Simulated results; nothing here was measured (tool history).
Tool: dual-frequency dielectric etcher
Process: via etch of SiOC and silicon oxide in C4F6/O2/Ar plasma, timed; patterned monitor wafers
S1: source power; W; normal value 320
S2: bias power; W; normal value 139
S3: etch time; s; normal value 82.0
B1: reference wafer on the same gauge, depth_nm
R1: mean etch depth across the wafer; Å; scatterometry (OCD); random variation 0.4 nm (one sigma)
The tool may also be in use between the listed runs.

Run 1, hour 0.0: usual settings but S3 97.0 s; B1 63.9. Result: R1 928 Å.
Run 2, hour 16.9: usual settings; B1 63.9. Result: R1 787 Å.
Run 3, hour 41.7: usual settings; B1 64.1. Result: R1 783 Å.
Run 4, hour 54.2: usual settings; B1 64.0. Result: R1 778 Å.
Run 5, hour 81.1: usual settings; B1 64.0. Result: R1 774 Å.
Run 6, hour 98.0: usual settings; B1 64.0. Result: R1 777 Å.
Run 7, hour 115.6: usual settings; B1 64.0. Result: R1 771 Å.
Run 8, hour 137.5: usual settings; B1 64.0. Result: R1 772 Å.
Run 9, hour 166.2: usual settings; B1 63.9. Result: R1 778 Å.
Run 10, hour 243.2: usual settings; B1 64.1. Result: R1 794 Å.
Run 11, hour 253.9: usual settings but S3 93.0 s; B1 64.1. Result: R1 892 Å.
Run 12, hour 274.3: usual settings but S1 250 W, S3 93.5 s; B1 64.0. Result: R1 815 Å.
Run 13, hour 307.5: usual settings but S2 128 W, S3 64.5 s; B1 64.0. Result: R1 607 Å.
Run 14, hour 341.1: usual settings; B1 63.9. Result: R1 778 Å.
Run 15, hour 369.4: usual settings; B1 64.1. Result: R1 773 Å.
Run 16, hour 404.2: usual settings but S1 370 W, S2 113 W; B1 64.0. Result: R1 775 Å.
Run 17, hour 434.4: usual settings; B1 64.0. Result: R1 769 Å.
Run 18, hour 456.4: usual settings but S1 390 W, S2 157 W, S3 95.5 s; B1 63.9. Result: R1 1016 Å.
Run 19, hour 510.3: usual settings but S1 380 W, S2 124 W, S3 63.5 s; B1 64.0. Result: R1 612 Å.
Run 20, hour 534.6: usual settings; B1 64.0. Result: R1 767 Å.
Run 21, hour 570.5: usual settings but S1 300 W, S2 155 W, S3 105.0 s; B1 64.1. Result: R1 981 Å.
Run 22, hour 587.8: usual settings but S1 240 W, S2 105 W; B1 64.0. Result: R1 626 Å.
Run 23, hour 622.3: usual settings but S2 113 W; B1 64.0. Result: R1 717 Å.
Run 24, hour 641.3: usual settings but S1 340 W, S2 166 W, S3 103.0 s; B1 64.0. Result: R1 1019 Å.
Run 25, hour 674.3: usual settings but S1 260 W, S2 168 W; B1 63.9. Result: R1 725 Å.
Run 26, hour 697.7: usual settings but S3 64.0 s; B1 64.1. Result: R1 593 Å.
Run 27, hour 710.6: usual settings but S1 290 W, S2 174 W, S3 73.0 s; B1 63.9. Result: R1 690 Å.
Run 28, hour 809.6: usual settings but S1 270 W, S2 119 W, S3 106.0 s; B1 63.8. Result: R1 912 Å.
Run 29, hour 838.3: usual settings but S1 300 W, S2 118 W; B1 64.0. Result: R1 735 Å.
Run 30, hour 870.6: usual settings; B1 64.0. Result: R1 787 Å.
Run 31, hour 977.8: usual settings but S1 270 W; B1 64.0. Result: R1 734 Å.

The log once held 6 entries between its listed runs, left out of this copy. Where does each go, and what is different about the tool's unlogged condition between the listed run before it and the listed run after it?
In the gap between runs 9 and 10: gauge calibrated (hour 227.4); wet clean of the chamber (hour 242.7)
  etch rate over this chamber's usual, %: -2.81 -> -0.32
  difference, measured minus the result without the unlogged condition, R1: -23 -> -2 Å
In the gap between runs 11 and 12: bias power generator calibrated (hour 263.4)
  etch rate over this chamber's usual, %: -0.432 -> -0.645
  difference, measured minus the result without the unlogged condition, R1: -4 -> -5 Å
In the gap between runs 20 and 21: upper electrode replaced (hour 570.0)
  etch rate over this chamber's usual, %: -3.37 -> -3.75
  difference, measured minus the result without the unlogged condition, R1: -27 -> -38 Å
In the gap between runs 26 and 27: source power generator calibrated (hour 707.3)
  etch rate over this chamber's usual, %: -5.08 -> -5.21
  difference, measured minus the result without the unlogged condition, R1: -31 -> -38 Å
In the gap between runs 27 and 28: wet clean of the chamber (hour 808.8)
  etch rate over this chamber's usual, %: -5.21 -> 0.466
  difference, measured minus the result without the unlogged condition, R1: -38 -> +5 Å
